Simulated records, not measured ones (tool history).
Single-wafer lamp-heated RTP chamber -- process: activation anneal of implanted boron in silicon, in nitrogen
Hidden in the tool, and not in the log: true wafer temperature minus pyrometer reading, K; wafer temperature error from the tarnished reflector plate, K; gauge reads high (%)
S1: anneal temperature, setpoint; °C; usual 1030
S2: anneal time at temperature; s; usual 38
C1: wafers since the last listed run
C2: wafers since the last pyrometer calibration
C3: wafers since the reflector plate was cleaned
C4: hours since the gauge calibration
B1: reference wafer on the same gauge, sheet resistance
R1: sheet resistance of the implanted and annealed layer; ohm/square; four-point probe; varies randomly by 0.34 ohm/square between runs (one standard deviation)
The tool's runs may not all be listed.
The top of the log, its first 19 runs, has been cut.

run 20 day=22.267 | S1=1022 S2=20 | C1=426 C2=5593 C3=9574 C4=605.0 | B1=93.28 | R1=100.91
run 21 day=23.446 | S1=1030 S2=38 | C1=463 C2=6057 C3=10037 C4=633.3 | B1=93.34 | R1=91.75
run 22 day=23.958 | S1=1054 S2=20 | C1=201 C2=6258 C3=10239 C4=645.6 | B1=93.31 | R1=87.33
-- day=24.692 pyrometer window cleaned and pyrometer calibrated
run 23 day=25.271 | S1=1013 S2=48 | C1=385 C2=227 C3=10624 C4=677.1 | B1=93.32 | R1=96.72
run 24 day=26.121 | S1=1018 S2=38 | C1=334 C2=562 C3=10958 C4=697.5 | B1=93.31 | R1=96.41
-- day=27.054 reflector plate cleaned
run 25 day=27.608 | S1=1051 S2=57 | C1=453 C2=1015 C3=217 C4=733.2 | B1=93.29 | R1=78.77
run 26 day=28.671 | S1=1030 S2=38 | C1=417 C2=1433 C3=635 C4=758.7 | B1=93.33 | R1=91.41
-- day=30.050 gauge calibrated
run 27 day=30.121 | S1=1005 S2=30 | C1=570 C2=2004 C3=1205 C4=1.7 | B1=93.19 | R1=105.90
run 28 day=31.517 | S1=1057 S2=27 | C1=548 C2=2553 C3=1754 C4=35.2 | B1=93.30 | R1=84.33
run 29 day=32.688 | S1=1014 S2=25 | C1=460 C2=3013 C3=2215 C4=63.3 | B1=93.34 | R1=102.73
run 30 day=33.571 | S1=1005 S2=15 | C1=347 C2=3360 C3=2562 C4=84.5 | B1=93.27 | R1=110.44
run 31 day=34.400 | S1=1038 S2=38 | C1=326 C2=3686 C3=2888 C4=104.4 | B1=93.46 | R1=87.41
run 32 day=35.017 | S1=1010 S2=17 | C1=242 C2=3929 C3=3131 C4=119.2 | B1=93.29 | R1=107.12
run 33 day=35.771 | S1=1051 S2=54 | C1=296 C2=4226 C3=3427 C4=137.3 | B1=93.20 | R1=79.29
run 34 day=36.800 | S1=1030 S2=38 | C1=404 C2=4630 C3=3832 C4=162.0 | B1=93.27 | R1=91.11
run 35 day=37.633 | S1=1052 S2=38 | C1=327 C2=4958 C3=4160 C4=182.0 | B1=93.36 | R1=82.39
run 36 day=38.212 | S1=1030 S2=38 | C1=227 C2=5186 C3=4388 C4=195.9 | B1=93.29 | R1=91.40
-- day=38.638 pyrometer window cleaned and pyrometer calibrated
run 37 day=39.575 | S1=1030 S2=38 | C1=404 C2=368 C3=4792 C4=228.6 | B1=93.24 | R1=91.56
run 38 day=42.425 | S1=1018 S2=47 | C1=1120 C2=1488 C3=5913 C4=297.0 | B1=93.37 | R1=94.83

Below are 3 alternative next runs, each starting from the tool's condition after run 38. Predict each:
run A day=42.442 | S1=1030 S2=54 | C1=6 C2=1495 C3=5920 C4=297.4 | B1=? | R1=?
run B day=42.442 | S1=1049 S2=38 | C1=6 C2=1495 C3=5920 C4=297.4 | B1=? | R1=?
run C day=42.442 | S1=1004 S2=46 | C1=6 C2=1495 C3=5920 C4=297.4 | B1=? | R1=?

run=A B1=93.28 R1=87.98
run=B B1=93.28 R1=83.59
run=C B1=93.28 R1=102.42
Stripped of hidden state, with their random variation kept, the same runs would have yielded:
run=A R1=87.98
run=B R1=83.59
run=C R1=102.42
